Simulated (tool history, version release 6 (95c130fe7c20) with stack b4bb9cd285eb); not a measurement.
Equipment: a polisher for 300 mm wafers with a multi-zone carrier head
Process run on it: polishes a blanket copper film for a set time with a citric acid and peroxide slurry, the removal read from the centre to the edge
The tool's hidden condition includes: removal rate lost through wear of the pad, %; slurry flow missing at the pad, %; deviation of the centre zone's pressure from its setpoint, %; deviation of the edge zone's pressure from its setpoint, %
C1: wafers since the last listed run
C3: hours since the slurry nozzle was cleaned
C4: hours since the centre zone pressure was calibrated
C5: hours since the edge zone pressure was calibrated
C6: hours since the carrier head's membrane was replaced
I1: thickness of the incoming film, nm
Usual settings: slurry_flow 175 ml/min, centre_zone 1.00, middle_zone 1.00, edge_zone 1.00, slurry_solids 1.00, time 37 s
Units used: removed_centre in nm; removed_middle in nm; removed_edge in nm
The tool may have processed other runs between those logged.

{"run": 1, "hour": 0.0, "slurry_flow": 175, "centre_zone": 1.0, "middle_zone": 1.0, "edge_zone": 1.0, "slurry_solids": 1.2, "time": 37, "C1": 0, "wafers polished on this pad": 504, "C3": 455.0, "C4": 380.6, "C5": 237.1, "C6": 796.1, "I1": 956.7, "removed_centre": 77.8, "removed_middle": 78.7, "removed_edge": 81.5}
{"hour": 10.1, "done": "carrier head's membrane replaced by a new one"}
{"run": 2, "hour": 13.2, "slurry_flow": 175, "centre_zone": 1.0, "middle_zone": 1.0, "edge_zone": 1.0, "slurry_solids": 1.0, "time": 37, "C1": 96, "wafers polished on this pad": 600, "C3": 468.2, "C4": 393.8, "C5": 250.3, "C6": 3.1, "I1": 941.8, "removed_centre": 73.1, "removed_middle": 75.0, "removed_edge": 78.1}
{"hour": 20.4, "done": "worn pad replaced by a new one"}
{"run": 3, "hour": 28.0, "slurry_flow": 175, "centre_zone": 1.0, "middle_zone": 1.0, "edge_zone": 1.0, "slurry_solids": 1.0, "time": 47, "C1": 126, "wafers polished on this pad": 89, "C3": 483.0, "C4": 408.6, "C5": 265.1, "C6": 17.9, "I1": 954.3, "removed_centre": 92.0, "removed_middle": 94.0, "removed_edge": 95.1}
{"hour": 34.3, "done": "slurry nozzle cleaned"}
{"run": 4, "hour": 35.0, "slurry_flow": 175, "centre_zone": 1.0, "middle_zone": 1.0, "edge_zone": 1.0, "slurry_solids": 1.0, "time": 47, "C1": 70, "wafers polished on this pad": 160, "C3": 0.7, "C4": 415.6, "C5": 272.1, "C6": 24.9, "I1": 943.1, "removed_centre": 103.9, "removed_middle": 105.9, "removed_edge": 101.9}
{"hour": 41.9, "done": "centre zone pressure recalibrated"}
{"run": 5, "hour": 43.0, "slurry_flow": 175, "centre_zone": 1.0, "middle_zone": 1.0, "edge_zone": 1.0, "slurry_solids": 1.0, "time": 37, "C1": 70, "wafers polished on this pad": 230, "C3": 8.7, "C4": 1.1, "C5": 280.1, "C6": 32.9, "I1": 926.3, "removed_centre": 82.0, "removed_middle": 82.0, "removed_edge": 81.7}
{"run": 6, "hour": 58.1, "slurry_flow": 175, "centre_zone": 1.0, "middle_zone": 1.0, "edge_zone": 1.0, "slurry_solids": 1.0, "time": 37, "C1": 177, "wafers polished on this pad": 408, "C3": 23.8, "C4": 16.2, "C5": 295.2, "C6": 48.0, "I1": 941.5, "removed_centre": 82.6, "removed_middle": 82.2, "removed_edge": 79.5}
{"run": 7, "hour": 66.8, "slurry_flow": 220, "centre_zone": 0.93, "middle_zone": 0.96, "edge_zone": 1.0, "slurry_solids": 1.0, "time": 37, "C1": 102, "wafers polished on this pad": 510, "C3": 32.5, "C4": 24.9, "C5": 303.9, "C6": 56.7, "I1": 936.8, "removed_centre": 78.5, "removed_middle": 82.6, "removed_edge": 84.3}
{"run": 8, "hour": 77.2, "slurry_flow": 175, "centre_zone": 1.0, "middle_zone": 0.92, "edge_zone": 0.94, "slurry_solids": 1.0, "time": 37, "C1": 122, "wafers polished on this pad": 632, "C3": 42.9, "C4": 35.3, "C5": 314.3, "C6": 67.1, "I1": 937.5, "removed_centre": 81.5, "removed_middle": 78.1, "removed_edge": 78.8}
{"hour": 93.0, "done": "worn pad replaced by a new one"}
{"run": 9, "hour": 93.5, "slurry_flow": 175, "centre_zone": 1.0, "middle_zone": 1.0, "edge_zone": 1.0, "slurry_solids": 1.0, "time": 26, "C1": 144, "wafers polished on this pad": 6, "C3": 59.2, "C4": 51.6, "C5": 330.6, "C6": 83.4, "I1": 952.2, "removed_centre": 58.1, "removed_middle": 56.9, "removed_edge": 56.2}
{"run": 10, "hour": 98.0, "slurry_flow": 175, "centre_zone": 1.07, "middle_zone": 1.0, "edge_zone": 1.0, "slurry_solids": 1.25, "time": 37, "C1": 52, "wafers polished on this pad": 59, "C3": 63.7, "C4": 56.1, "C5": 335.1, "C6": 87.9, "I1": 924.1, "removed_centre": 93.6, "removed_middle": 87.8, "removed_edge": 85.3}
{"hour": 113.2, "done": "edge zone pressure recalibrated"}
{"run": 11, "hour": 115.2, "slurry_flow": 160, "centre_zone": 1.0, "middle_zone": 1.0, "edge_zone": 1.0, "slurry_solids": 1.0, "time": 37, "C1": 178, "wafers polished on this pad": 237, "C3": 80.9, "C4": 73.3, "C5": 2.0, "C6": 105.1, "I1": 940.9, "removed_centre": 80.3, "removed_middle": 81.2, "removed_edge": 80.1}
{"run": 12, "hour": 124.6, "slurry_flow": 140, "centre_zone": 1.0, "middle_zone": 0.93, "edge_zone": 1.0, "slurry_solids": 0.75, "time": 26, "C1": 110, "wafers polished on this pad": 348, "C3": 90.3, "C4": 82.7, "C5": 11.4, "C6": 114.5, "I1": 959.9, "removed_centre": 50.4, "removed_middle": 48.4, "removed_edge": 51.2}
{"run": 13, "hour": 139.6, "slurry_flow": 175, "centre_zone": 1.0, "middle_zone": 1.0, "edge_zone": 1.0, "slurry_solids": 1.0, "time": 30, "C1": 176, "wafers polished on this pad": 524, "C3": 105.3, "C4": 97.7, "C5": 26.4, "C6": 129.5, "I1": 944.8, "removed_centre": 67.0, "removed_middle": 66.8, "removed_edge": 65.0}
{"run": 14, "hour": 148.2, "slurry_flow": 175, "centre_zone": 1.0, "middle_zone": 1.0, "edge_zone": 1.0, "slurry_solids": 0.7, "time": 28, "C1": 101, "wafers polished on this pad": 625, "C3": 113.9, "C4": 106.3, "C5": 35.0, "C6": 138.1, "I1": 955.3, "removed_centre": 55.7, "removed_middle": 55.5, "removed_edge": 57.0}
{"run": 15, "hour": 163.4, "slurry_flow": 175, "centre_zone": 1.0, "middle_zone": 1.0, "edge_zone": 1.0, "slurry_solids": 1.0, "time": 37, "C1": 178, "wafers polished on this pad": 803, "C3": 129.1, "C4": 121.5, "C5": 50.2, "C6": 153.3, "I1": 938.0, "removed_centre": 81.6, "removed_middle": 83.2, "removed_edge": 80.6}
{"hour": 169.4, "done": "worn pad replaced by a new one"}
{"run": 16, "hour": 170.8, "slurry_flow": 155, "centre_zone": 1.0, "middle_zone": 1.0, "edge_zone": 1.0, "slurry_solids": 1.0, "time": 37, "C1": 39, "wafers polished on this pad": 16, "C3": 136.5, "C4": 128.9, "C5": 57.6, "C6": 160.7, "I1": 946.0, "removed_centre": 79.4, "removed_middle": 79.2, "removed_edge": 78.7}
{"run": 17, "hour": 179.9, "slurry_flow": 175, "centre_zone": 1.0, "middle_zone": 1.1, "edge_zone": 1.05, "slurry_solids": 0.8, "time": 26, "C1": 106, "wafers polished on this pad": 122, "C3": 145.6, "C4": 138.0, "C5": 66.7, "C6": 169.8, "I1": 932.3, "removed_centre": 54.0, "removed_middle": 57.9, "removed_edge": 54.9}
{"run": 18, "hour": 189.9, "slurry_flow": 155, "centre_zone": 1.0, "middle_zone": 1.0, "edge_zone": 1.09, "slurry_solids": 1.0, "time": 37, "C1": 117, "wafers polished on this pad": 240, "C3": 155.6, "C4": 148.0, "C5": 76.7, "C6": 179.8, "I1": 920.4, "removed_centre": 79.4, "removed_middle": 79.7, "removed_edge": 82.0}
{"run": 19, "hour": 207.3, "slurry_flow": 155, "centre_zone": 1.04, "middle_zone": 0.9, "edge_zone": 1.0, "slurry_solids": 1.0, "time": 24, "C1": 204, "wafers polished on this pad": 444, "C3": 173.0, "C4": 165.4, "C5": 94.1, "C6": 197.2, "I1": 942.1, "removed_centre": 53.9, "removed_middle": 47.0, "removed_edge": 51.9}
{"run": 20, "hour": 214.7, "slurry_flow": 175, "centre_zone": 1.0, "middle_zone": 1.0, "edge_zone": 1.0, "slurry_solids": 1.0, "time": 37, "C1": 86, "wafers polished on this pad": 531, "C3": 180.4, "C4": 172.8, "C5": 101.5, "C6": 204.6, "I1": 951.0, "removed_centre": 82.4, "removed_middle": 81.3, "removed_edge": 80.6}
{"hour": 229.4, "done": "worn pad replaced by a new one"}
{"run": 21, "hour": 230.0, "slurry_flow": 175, "centre_zone": 1.09, "middle_zone": 1.0, "edge_zone": 1.0, "slurry_solids": 1.0, "time": 37, "C1": 132, "wafers polished on this pad": 6, "C3": 195.7, "C4": 188.1, "C5": 116.8, "C6": 219.9, "I1": 949.7, "removed_centre": 88.7, "removed_middle": 81.3, "removed_edge": 79.9}
{"run": 22, "hour": 244.9, "slurry_flow": 210, "centre_zone": 1.0, "middle_zone": 1.0, "edge_zone": 1.1, "slurry_solids": 1.25, "time": 37, "C1": 175, "wafers polished on this pad": 182, "C3": 210.6, "C4": 203.0, "C5": 131.7, "C6": 234.8, "I1": 945.2, "removed_centre": 90.4, "removed_middle": 89.3, "removed_edge": 89.0}

Entry by entry between the runs, the difference in hidden state between the last listed run before and the first listed run after:
Runs 1 to 2: carrier head's membrane replaced by a new one (hour 10.1)
  slurry flow missing at the pad, %: 33 -> 34.9
  measured minus no-state result, removed_centre: -8.6 -> -8.9 nm; removed_middle: -7.5 -> -7.9 nm; removed_edge: -5.5 -> -5.7 nm
Runs 2 to 3: worn pad replaced by a new one (hour 20.4)
  slurry flow missing at the pad, %: 34.9 -> 37
  measured minus no-state result, removed_centre: -8.9 -> -12.3 nm; removed_middle: -7.9 -> -11.0 nm; removed_edge: -5.7 -> -7.7 nm
Runs 3 to 4: slurry nozzle cleaned (hour 34.3)
  slurry flow missing at the pad, %: 37 -> 0.241
  measured minus no-state result, removed_centre: -12.3 -> +0.0 nm; removed_middle: -11.0 -> -0.1 nm; removed_edge: -7.7 -> +0.0 nm
Runs 4 to 5: centre zone pressure recalibrated (hour 41.9)
  slurry flow missing at the pad, %: 0.241 -> 0.252
  measured minus no-state result, removed_centre: +0.0 -> +0.0 nm; removed_middle: -0.1 -> -0.1 nm; removed_edge: +0.0 -> +0.0 nm
Runs 8 to 9: worn pad replaced by a new one (hour 93.0)
  slurry flow missing at the pad, %: 0.518 -> 0.769
  measured minus no-state result, removed_centre: -0.1 -> -0.1 nm; removed_middle: -0.1 -> -0.1 nm; removed_edge: -0.1 -> +0.0 nm
Runs 10 to 11: edge zone pressure recalibrated (hour 113.2)
  slurry flow missing at the pad, %: 0.853 -> 1.23
  measured minus no-state result, removed_centre: -0.2 -> -0.2 nm; removed_middle: -0.2 -> -0.2 nm; removed_edge: -0.1 -> -0.1 nm
Runs 15 to 16: worn pad replaced by a new one (hour 169.4)
  slurry flow missing at the pad, %: 2.75 -> 3.05
  measured minus no-state result, removed_centre: -0.5 -> -0.6 nm; removed_middle: -0.5 -> -0.5 nm; removed_edge: -0.3 -> -0.4 nm
Runs 20 to 21: worn pad replaced by a new one (hour 229.4)
  slurry flow missing at the pad, %: 5.15 -> 6.02
  measured minus no-state result, removed_centre: -0.9 -> -1.2 nm; removed_middle: -0.8 -> -1.0 nm; removed_edge: -0.6 -> -0.7 nm
